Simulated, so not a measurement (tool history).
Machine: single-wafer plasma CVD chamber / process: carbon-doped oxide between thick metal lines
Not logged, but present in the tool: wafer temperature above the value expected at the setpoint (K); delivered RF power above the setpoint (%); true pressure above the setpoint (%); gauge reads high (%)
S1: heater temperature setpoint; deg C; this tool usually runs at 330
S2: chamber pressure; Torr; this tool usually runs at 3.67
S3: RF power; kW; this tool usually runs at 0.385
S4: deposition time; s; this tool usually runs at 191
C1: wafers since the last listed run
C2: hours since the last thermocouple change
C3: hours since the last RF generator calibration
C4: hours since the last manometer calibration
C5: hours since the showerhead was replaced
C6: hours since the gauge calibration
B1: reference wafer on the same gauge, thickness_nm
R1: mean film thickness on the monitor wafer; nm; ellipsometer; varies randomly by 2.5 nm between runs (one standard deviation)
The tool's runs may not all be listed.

run      day   S1    S2     S3   S4    C1      C2      C3      C4      C5      C6       B1        R1
  1        0  330  3.67  0.385  191     0   150.1  1343.5   257.7  4985.2  3919.4  782.105   752.801
       3.696  -- showerhead replaced
  2    3.717  330  3.67  0.385  191   631   239.3  1432.7   346.9     0.5  4008.6  782.489   748.907
  3    7.504  330  3.67   0.42  208   707   330.2  1523.6   437.8    91.4  4099.5   782.62   851.721
       9.396  -- RF generator calibrated
  4   10.871  330  3.67   0.42  208   566     411    35.4   518.6   172.2  4180.3  782.106   858.862
  5   13.421  330  3.67   0.42  208   476   472.2    96.6   579.8   233.4  4241.5  782.098   860.107
  6   15.638  330  3.67  0.385  191   413   525.4   149.8     633   286.6  4294.7  782.164   754.722
  7   17.167  330  3.67  0.385  191   285   562.1   186.5   669.7   323.3  4331.4  782.084   750.408
  8   21.233  330  2.82  0.385  191   759   659.7   284.1   767.3   420.9    4429  782.321   735.247
  9   22.742  326  3.34  0.345  191   281   695.9   320.3   803.5   457.1  4465.2  782.207   715.639
 10   25.642  330  3.67  0.385  191   541   765.5   389.9   873.1   526.7  4534.8  782.425   762.117
      28.133  -- gauge calibrated
 11   28.867  326  3.67  0.385  191   602   842.9   467.3   950.5   604.1    17.6  781.634   772.964
 12   31.667  320  3.67  0.385  191   522   910.1   534.5  1017.7   671.3    84.8  781.949   790.379
 13   35.812  336  3.67  0.385  191   774  1009.6     634  1117.2   770.8   184.3  782.257   746.845
 14   39.421  330  3.67  0.385  191   673  1096.2   720.6  1203.8   857.4   270.9  782.058    761.51
 15   41.617  340  3.67  0.385  215   409  1148.9   773.3  1256.5   910.1   323.6  781.565   824.841
 16   44.383  319  3.67   0.34  164   516  1215.3   839.7  1322.9   976.5     390  782.108   640.331
 17   48.162  316  3.67  0.385  160   705    1306   930.4  1413.6  1067.2   480.7  782.429   678.871
      52.575  -- thermocouple changed; heater temperature recalibrated
 18   52.596  330  4.35  0.435  191   765     0.5  1036.8    1520  1173.6   587.1  781.489   816.425
 19   54.325  315  4.13  0.455  228   322      42  1078.3  1561.5  1215.1   628.6  781.955  1051.453
 20    58.35  330  3.67  0.335  191   751   138.6  1174.9  1658.1  1311.7   725.2  782.091    700.44
 21   62.633  339  4.42  0.415  191   799   241.4  1277.7  1760.9  1414.5     828  782.082   778.692
      64.196  -- capacitance manometer re-zeroed and calibrated
 22   75.692  330  3.67  0.385  191  2375   554.8  1591.1   275.9  1727.9  1141.4  782.514   753.789
 23   79.646  330  3.67  0.385  176   738   649.7    1686   370.8  1822.8  1236.3  781.424   694.758
      81.992  -- RF generator calibrated
 24   88.829  330  3.67  0.385  191  1652   870.1   164.1   591.2  2043.2  1456.7  782.088   761.214
 25   91.292  330  3.67   0.44  191   459   929.2   223.2   650.3  2102.3  1515.8  782.045   809.115
 26   94.267  319   4.1  0.325  214   555  1000.6   294.6   721.7  2173.7  1587.2  781.859   828.101
 27   96.979  330  3.67  0.385  191   506  1065.7   359.7   786.8  2238.8  1652.3  782.427   766.219
 28   98.858  335  3.67  0.385  191   350  1110.8   404.8   831.9  2283.9  1697.4  781.734   749.873
 29  102.558  330  4.49  0.385  191   690  1199.6   493.6   920.7  2372.7  1786.2  782.067    783.25

Describe how what the log doesn't record of the tool's condition differs between the last listed run preceding each entry between runs and the first listed run following it.
Logged between run 1 and run 2: showerhead replaced (day 3.696)
  wafer temperature above the value expected at the setpoint (K): 0.339 -> 0.253
  measured less the result without the state, R1: -0.866 -> -0.645 nm
Logged between run 3 and run 4: RF generator calibrated (day 9.396)
  wafer temperature above the value expected at the setpoint (K): 0.126 -> -0.0219
  measured less the result without the state, R1: -0.364 -> +0.069 nm
Logged between run 10 and run 11: gauge calibrated (day 28.133)
  wafer temperature above the value expected at the setpoint (K): -1.05 -> -1.36
  measured less the result without the state, R1: +2.918 -> +3.881 nm
Logged between run 17 and run 18: thermocouple changed; heater temperature recalibrated (day 52.575)
  wafer temperature above the value expected at the setpoint (K): -3.81 -> 0.301
  measured less the result without the state, R1: +10.902 -> -0.833 nm
Logged between run 21 and run 22: capacitance manometer re-zeroed and calibrated (day 64.196)
  wafer temperature above the value expected at the setpoint (K): 0.157 -> -0.458
  measured less the result without the state, R1: -0.374 -> +1.259 nm
Logged between run 23 and run 24: RF generator calibrated (day 81.992)
  wafer temperature above the value expected at the setpoint (K): -0.74 -> -1.57
  measured less the result without the state, R1: +1.875 -> +4.345 nm
